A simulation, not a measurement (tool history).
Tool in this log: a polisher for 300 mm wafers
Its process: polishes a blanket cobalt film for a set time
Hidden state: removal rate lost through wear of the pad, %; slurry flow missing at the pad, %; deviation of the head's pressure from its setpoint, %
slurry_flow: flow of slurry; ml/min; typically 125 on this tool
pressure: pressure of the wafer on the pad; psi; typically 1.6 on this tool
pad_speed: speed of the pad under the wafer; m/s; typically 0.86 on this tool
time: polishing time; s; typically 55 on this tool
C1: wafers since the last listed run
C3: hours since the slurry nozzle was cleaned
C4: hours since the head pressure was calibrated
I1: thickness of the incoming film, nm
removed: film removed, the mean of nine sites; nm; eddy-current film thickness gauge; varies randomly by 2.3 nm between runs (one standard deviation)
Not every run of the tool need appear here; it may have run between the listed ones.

{"run": 1, "day": 0.0, "slurry_flow": 125, "pressure": 1.6, "pad_speed": 0.72, "time": 46, "C1": 0, "wafers polished on this pad": 176, "C3": 509.5, "C4": 163.5, "I1": 1379.0, "removed": 160.9}
{"run": 2, "day": 0.6, "slurry_flow": 125, "pressure": 1.6, "pad_speed": 0.72, "time": 46, "C1": 84, "wafers polished on this pad": 260, "C3": 523.9, "C4": 177.9, "I1": 1395.2, "removed": 163.6}
{"run": 3, "day": 1.229, "slurry_flow": 125, "pressure": 1.2, "pad_speed": 0.86, "time": 55, "C1": 88, "wafers polished on this pad": 349, "C3": 539.0, "C4": 193.0, "I1": 1377.1, "removed": 186.6}
{"run": 4, "day": 1.942, "slurry_flow": 125, "pressure": 1.2, "pad_speed": 0.86, "time": 55, "C1": 100, "wafers polished on this pad": 449, "C3": 556.1, "C4": 210.1, "I1": 1394.6, "removed": 184.4}
{"day": 2.567, "done": "worn pad replaced by a new one"}
{"run": 5, "day": 3.9, "slurry_flow": 125, "pressure": 1.2, "pad_speed": 0.86, "time": 55, "C1": 252, "wafers polished on this pad": 187, "C3": 603.1, "C4": 257.1, "I1": 1398.3, "removed": 189.2}
{"run": 6, "day": 4.546, "slurry_flow": 135, "pressure": 1.6, "pad_speed": 0.86, "time": 55, "C1": 90, "wafers polished on this pad": 278, "C3": 618.6, "C4": 272.6, "I1": 1394.0, "removed": 226.7}
{"run": 7, "day": 5.262, "slurry_flow": 135, "pressure": 1.6, "pad_speed": 0.86, "time": 55, "C1": 100, "wafers polished on this pad": 379, "C3": 635.8, "C4": 289.8, "I1": 1390.0, "removed": 229.5}
{"run": 8, "day": 5.846, "slurry_flow": 125, "pressure": 1.8, "pad_speed": 0.86, "time": 55, "C1": 82, "wafers polished on this pad": 461, "C3": 649.8, "C4": 303.8, "I1": 1384.1, "removed": 240.5}
{"run": 9, "day": 6.479, "slurry_flow": 125, "pressure": 1.8, "pad_speed": 0.86, "time": 55, "C1": 89, "wafers polished on this pad": 550, "C3": 665.0, "C4": 319.0, "I1": 1395.4, "removed": 234.6}
{"run": 10, "day": 6.838, "slurry_flow": 125, "pressure": 1.8, "pad_speed": 0.86, "time": 55, "C1": 50, "wafers polished on this pad": 601, "C3": 673.6, "C4": 327.6, "I1": 1391.2, "removed": 231.4}
{"run": 11, "day": 7.25, "slurry_flow": 125, "pressure": 1.6, "pad_speed": 0.86, "time": 55, "C1": 58, "wafers polished on this pad": 659, "C3": 683.5, "C4": 337.5, "I1": 1383.0, "removed": 209.4}
{"day": 7.542, "done": "worn pad replaced by a new one"}
{"run": 12, "day": 7.562, "slurry_flow": 125, "pressure": 1.6, "pad_speed": 0.86, "time": 55, "C1": 20, "wafers polished on this pad": 3, "C3": 691.0, "C4": 345.0, "I1": 1383.1, "removed": 200.4}
{"run": 13, "day": 8.262, "slurry_flow": 125, "pressure": 1.6, "pad_speed": 0.86, "time": 55, "C1": 98, "wafers polished on this pad": 101, "C3": 707.8, "C4": 361.8, "I1": 1407.1, "removed": 202.4}
{"run": 14, "day": 8.962, "slurry_flow": 125, "pressure": 2.0, "pad_speed": 0.86, "time": 55, "C1": 98, "wafers polished on this pad": 200, "C3": 724.6, "C4": 378.6, "I1": 1402.7, "removed": 229.5}
{"run": 15, "day": 9.362, "slurry_flow": 125, "pressure": 2.0, "pad_speed": 0.86, "time": 55, "C1": 56, "wafers polished on this pad": 256, "C3": 734.2, "C4": 388.2, "I1": 1397.3, "removed": 227.2}
{"run": 16, "day": 9.688, "slurry_flow": 125, "pressure": 2.0, "pad_speed": 0.86, "time": 55, "C1": 45, "wafers polished on this pad": 302, "C3": 742.0, "C4": 396.0, "I1": 1377.1, "removed": 226.0}
{"day": 10.496, "done": "worn pad replaced by a new one, repeated, since the last time left the tool worse"}
{"run": 17, "day": 10.517, "slurry_flow": 105, "pressure": 1.6, "pad_speed": 1.06, "time": 48, "C1": 93, "wafers polished on this pad": 3, "C3": 761.9, "C4": 415.9, "I1": 1384.7, "removed": 228.6}
{"run": 18, "day": 10.621, "slurry_flow": 125, "pressure": 1.6, "pad_speed": 0.86, "time": 66, "C1": 14, "wafers polished on this pad": 17, "C3": 764.4, "C4": 418.4, "I1": 1387.5, "removed": 269.9}
{"run": 19, "day": 11.254, "slurry_flow": 145, "pressure": 2.0, "pad_speed": 0.86, "time": 43, "C1": 89, "wafers polished on this pad": 106, "C3": 779.6, "C4": 433.6, "I1": 1404.5, "removed": 209.7}
{"run": 20, "day": 11.954, "slurry_flow": 125, "pressure": 1.6, "pad_speed": 0.86, "time": 55, "C1": 98, "wafers polished on this pad": 205, "C3": 796.4, "C4": 450.4, "I1": 1380.0, "removed": 225.7}
{"run": 21, "day": 12.658, "slurry_flow": 125, "pressure": 1.6, "pad_speed": 0.86, "time": 55, "C1": 99, "wafers polished on this pad": 304, "C3": 813.3, "C4": 467.3, "I1": 1408.2, "removed": 227.1}
{"day": 14.696, "done": "worn pad replaced by a new one"}
{"run": 22, "day": 14.721, "slurry_flow": 90, "pressure": 2.1, "pad_speed": 0.58, "time": 36, "C1": 266, "wafers polished on this pad": 3, "C3": 862.8, "C4": 516.8, "I1": 1387.5, "removed": 122.0}
{"day": 15.138, "done": "slurry nozzle cleaned"}
{"run": 23, "day": 15.204, "slurry_flow": 125, "pressure": 1.6, "pad_speed": 0.86, "time": 55, "C1": 62, "wafers polished on this pad": 65, "C3": 1.6, "C4": 528.4, "I1": 1391.9, "removed": 226.1}
{"day": 15.596, "done": "head pressure recalibrated"}
{"run": 24, "day": 15.696, "slurry_flow": 170, "pressure": 1.8, "pad_speed": 0.72, "time": 67, "C1": 57, "wafers polished on this pad": 123, "C3": 13.4, "C4": 2.4, "I1": 1405.7, "removed": 274.4}
{"run": 25, "day": 16.325, "slurry_flow": 125, "pressure": 1.6, "pad_speed": 0.86, "time": 55, "C1": 88, "wafers polished on this pad": 212, "C3": 28.5, "C4": 17.5, "I1": 1386.7, "removed": 222.2}
{"run": 26, "day": 16.579, "slurry_flow": 125, "pressure": 1.6, "pad_speed": 0.66, "time": 64, "C1": 35, "wafers polished on this pad": 247, "C3": 34.6, "C4": 23.6, "I1": 1408.6, "removed": 210.4}
{"run": 27, "day": 17.133, "slurry_flow": 125, "pressure": 1.6, "pad_speed": 0.86, "time": 55, "C1": 78, "wafers polished on this pad": 325, "C3": 47.9, "C4": 36.9, "I1": 1410.1, "removed": 225.7}
{"run": 28, "day": 17.696, "slurry_flow": 125, "pressure": 1.6, "pad_speed": 0.86, "time": 55, "C1": 79, "wafers polished on this pad": 405, "C3": 61.4, "C4": 50.4, "I1": 1417.1, "removed": 217.8}
{"run": 29, "day": 17.992, "slurry_flow": 100, "pressure": 1.8, "pad_speed": 1.06, "time": 40, "C1": 41, "wafers polished on this pad": 446, "C3": 68.5, "C4": 57.5, "I1": 1390.2, "removed": 200.7}
{"run": 30, "day": 18.608, "slurry_flow": 125, "pressure": 1.6, "pad_speed": 0.86, "time": 55, "C1": 86, "wafers polished on this pad": 533, "C3": 83.3, "C4": 72.3, "I1": 1370.8, "removed": 215.5}
{"run": 31, "day": 18.983, "slurry_flow": 85, "pressure": 1.6, "pad_speed": 1.0, "time": 71, "C1": 52, "wafers polished on this pad": 586, "C3": 92.3, "C4": 81.3, "I1": 1396.3, "removed": 288.8}
{"day": 19.483, "done": "worn pad replaced by a new one"}
{"run": 32, "day": 19.642, "slurry_flow": 160, "pressure": 1.6, "pad_speed": 0.86, "time": 40, "C1": 69, "wafers polished on this pad": 22, "C3": 108.1, "C4": 97.1, "I1": 1412.4, "removed": 173.0}

What differs in the tool's unlogged condition from the final listed run ahead of each entry between runs to the first listed run following it?
Logged between run 4 and run 5: worn pad replaced by a new one (day 2.567)
  removal rate lost through wear of the pad, %: 3.96 -> 1.48
  measured less the result without the state, removed: -7.6 -> -2.9 nm
Logged between run 11 and run 12: worn pad replaced by a new one (day 7.542)
  removal rate lost through wear of the pad, %: 8.31 -> 12.8
  measured less the result without the state, removed: -19.0 -> -29.3 nm
Logged between run 16 and run 17: worn pad replaced by a new one, repeated, since the last time left the tool worse (day 10.496)
  removal rate lost through wear of the pad, %: 14.3 -> 0.926
  measured less the result without the state, removed: -37.9 -> -2.2 nm
Logged between run 21 and run 22: worn pad replaced by a new one (day 14.696)
  removal rate lost through wear of the pad, %: 2.51 -> 0.972
  measured less the result without the state, removed: -5.9 -> -1.2 nm
Logged between run 22 and run 23: slurry nozzle cleaned (day 15.138)
  removal rate lost through wear of the pad, %: 0.972 -> 1.06
  measured less the result without the state, removed: -1.2 -> -2.4 nm
Logged between run 23 and run 24: head pressure recalibrated (day 15.596)
  removal rate lost through wear of the pad, %: 1.06 -> 1.31
  measured less the result without the state, removed: -2.4 -> -3.7 nm
Logged between run 31 and run 32: worn pad replaced by a new one (day 19.483)
  removal rate lost through wear of the pad, %: 7.21 -> 0.16
  measured less the result without the state, removed: -22.4 -> -0.3 nm

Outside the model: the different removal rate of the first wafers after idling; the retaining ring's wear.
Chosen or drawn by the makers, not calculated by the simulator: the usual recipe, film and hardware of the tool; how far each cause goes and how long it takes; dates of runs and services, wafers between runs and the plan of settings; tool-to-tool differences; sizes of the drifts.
